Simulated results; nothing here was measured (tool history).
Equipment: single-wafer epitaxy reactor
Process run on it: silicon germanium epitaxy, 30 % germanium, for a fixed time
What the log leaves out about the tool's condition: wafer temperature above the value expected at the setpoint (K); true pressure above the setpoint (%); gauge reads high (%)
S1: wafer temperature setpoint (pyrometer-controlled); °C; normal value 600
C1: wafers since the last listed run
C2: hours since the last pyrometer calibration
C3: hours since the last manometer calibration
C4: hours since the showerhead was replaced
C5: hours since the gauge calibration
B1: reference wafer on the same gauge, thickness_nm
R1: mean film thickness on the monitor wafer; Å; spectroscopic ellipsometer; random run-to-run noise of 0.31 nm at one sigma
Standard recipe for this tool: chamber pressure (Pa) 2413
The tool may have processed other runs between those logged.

{"run": 1, "hour": 0.0, "S1": 600, "chamber pressure (Pa)": 2413, "C1": 0, "C2": 1515.4, "C3": 248.2, "C4": 5452.6, "C5": 609.7, "B1": 58.136, "R1": 543.61}
{"run": 2, "hour": 34.5, "S1": 595, "chamber pressure (Pa)": 2413, "C1": 580, "C2": 1549.9, "C3": 282.7, "C4": 5487.1, "C5": 644.2, "B1": 58.102, "R1": 502.45}
{"run": 3, "hour": 68.8, "S1": 600, "chamber pressure (Pa)": 2413, "C1": 577, "C2": 1584.2, "C3": 317.0, "C4": 5521.4, "C5": 678.5, "B1": 58.059, "R1": 543.88}
{"run": 4, "hour": 140.3, "S1": 600, "chamber pressure (Pa)": 2413, "C1": 1203, "C2": 1655.7, "C3": 388.5, "C4": 5592.9, "C5": 750.0, "B1": 58.138, "R1": 551.79}
{"run": 5, "hour": 180.8, "S1": 600, "chamber pressure (Pa)": 2413, "C1": 681, "C2": 1696.2, "C3": 429.0, "C4": 5633.4, "C5": 790.5, "B1": 58.142, "R1": 549.19}
{"run": 6, "hour": 238.7, "S1": 589, "chamber pressure (Pa)": 2413, "C1": 974, "C2": 1754.1, "C3": 486.9, "C4": 5691.3, "C5": 848.4, "B1": 58.134, "R1": 463.44}
{"run": 7, "hour": 271.9, "S1": 600, "chamber pressure (Pa)": 2413, "C1": 558, "C2": 1787.3, "C3": 520.1, "C4": 5724.5, "C5": 881.6, "B1": 58.109, "R1": 553.57}
{"run": 8, "hour": 326.2, "S1": 600, "chamber pressure (Pa)": 2413, "C1": 913, "C2": 1841.6, "C3": 574.4, "C4": 5778.8, "C5": 935.9, "B1": 58.127, "R1": 552.77}
{"run": 9, "hour": 396.7, "S1": 600, "chamber pressure (Pa)": 2413, "C1": 1186, "C2": 1912.1, "C3": 644.9, "C4": 5849.3, "C5": 1006.4, "B1": 58.086, "R1": 554.09}
{"run": 10, "hour": 564.1, "S1": 591, "chamber pressure (Pa)": 2413, "C1": 2817, "C2": 2079.5, "C3": 812.3, "C4": 6016.7, "C5": 1173.8, "B1": 58.053, "R1": 487.42}
{"run": 11, "hour": 588.2, "S1": 600, "chamber pressure (Pa)": 2413, "C1": 405, "C2": 2103.6, "C3": 836.4, "C4": 6040.8, "C5": 1197.9, "B1": 58.104, "R1": 563.66}
{"run": 12, "hour": 657.0, "S1": 600, "chamber pressure (Pa)": 2413, "C1": 1158, "C2": 2172.4, "C3": 905.2, "C4": 6109.6, "C5": 1266.7, "B1": 58.082, "R1": 567.58}
{"run": 13, "hour": 693.9, "S1": 593, "chamber pressure (Pa)": 2586, "C1": 621, "C2": 2209.3, "C3": 942.1, "C4": 6146.5, "C5": 1303.6, "B1": 58.092, "R1": 521.37}
{"run": 14, "hour": 733.4, "S1": 612, "chamber pressure (Pa)": 2853, "C1": 664, "C2": 2248.8, "C3": 981.6, "C4": 6186.0, "C5": 1343.1, "B1": 58.042, "R1": 738.01}
{"hour": 798.9, "done": "pyrometer calibrated"}
{"run": 15, "hour": 799.7, "S1": 610, "chamber pressure (Pa)": 2413, "C1": 981, "C2": 0.8, "C3": 1047.9, "C4": 6252.3, "C5": 1409.4, "B1": 58.04, "R1": 604.75}
{"hour": 816.7, "done": "showerhead replaced"}
{"run": 16, "hour": 870.7, "S1": 595, "chamber pressure (Pa)": 1867, "C1": 1060, "C2": 71.8, "C3": 1118.9, "C4": 54.0, "C5": 1480.4, "B1": 58.101, "R1": 430.9}
{"run": 17, "hour": 905.4, "S1": 595, "chamber pressure (Pa)": 2413, "C1": 584, "C2": 106.5, "C3": 1153.6, "C4": 88.7, "C5": 1515.1, "B1": 58.118, "R1": 471.42}
{"hour": 937.4, "done": "capacitance manometer re-zeroed and calibrated"}
{"run": 18, "hour": 967.7, "S1": 600, "chamber pressure (Pa)": 2413, "C1": 913, "C2": 168.8, "C3": 30.3, "C4": 151.0, "C5": 1577.4, "B1": 58.14, "R1": 508.41}
{"hour": 1023.6, "done": "gauge calibrated"}
{"run": 19, "hour": 1029.8, "S1": 600, "chamber pressure (Pa)": 2413, "C1": 1045, "C2": 230.9, "C3": 92.4, "C4": 213.1, "C5": 6.2, "B1": 58.067, "R1": 507.5}
{"run": 20, "hour": 1062.2, "S1": 610, "chamber pressure (Pa)": 2573, "C1": 545, "C2": 263.3, "C3": 124.8, "C4": 245.5, "C5": 38.6, "B1": 58.18, "R1": 611.62}
{"run": 21, "hour": 1090.8, "S1": 586, "chamber pressure (Pa)": 2226, "C1": 481, "C2": 291.9, "C3": 153.4, "C4": 274.1, "C5": 67.2, "B1": 58.032, "R1": 396.76}
{"run": 22, "hour": 1125.4, "S1": 600, "chamber pressure (Pa)": 2413, "C1": 582, "C2": 326.5, "C3": 188.0, "C4": 308.7, "C5": 101.8, "B1": 58.071, "R1": 509.08}
{"run": 23, "hour": 1193.9, "S1": 600, "chamber pressure (Pa)": 2200, "C1": 1152, "C2": 395.0, "C3": 256.5, "C4": 377.2, "C5": 170.3, "B1": 58.078, "R1": 493.8}
{"run": 24, "hour": 1246.5, "S1": 600, "chamber pressure (Pa)": 2413, "C1": 885, "C2": 447.6, "C3": 309.1, "C4": 429.8, "C5": 222.9, "B1": 58.066, "R1": 513.72}
{"run": 25, "hour": 1301.1, "S1": 606, "chamber pressure (Pa)": 1840, "C1": 919, "C2": 502.2, "C3": 363.7, "C4": 484.4, "C5": 277.5, "B1": 58.106, "R1": 514.92}

Each row is a separate what-if for the run after 25, all from the same tool condition, not one after another. Results?
{"run": "A", "hour": 1301.5, "S1": 600, "chamber pressure (Pa)": 2413, "C1": 6, "C2": 502.6, "C3": 364.1, "C4": 484.8, "C5": 277.9, "B1": "?", "R1": "?"}
{"run": "B", "hour": 1301.5, "S1": 605, "chamber pressure (Pa)": 2760, "C1": 6, "C2": 502.6, "C3": 364.1, "C4": 484.8, "C5": 277.9, "B1": "?", "R1": "?"}
{"run": "C", "hour": 1301.5, "S1": 593, "chamber pressure (Pa)": 2560, "C1": 6, "C2": 502.6, "C3": 364.1, "C4": 484.8, "C5": 277.9, "B1": "?", "R1": "?"}

run=A B1=58.099 R1=515.13
run=B B1=58.099 R1=586.38
run=C B1=58.099 R1=470.01
With no hidden state in the tool, these same runs would have given:
run=A R1=517.45
run=B R1=589.00
run=C R1=472.16
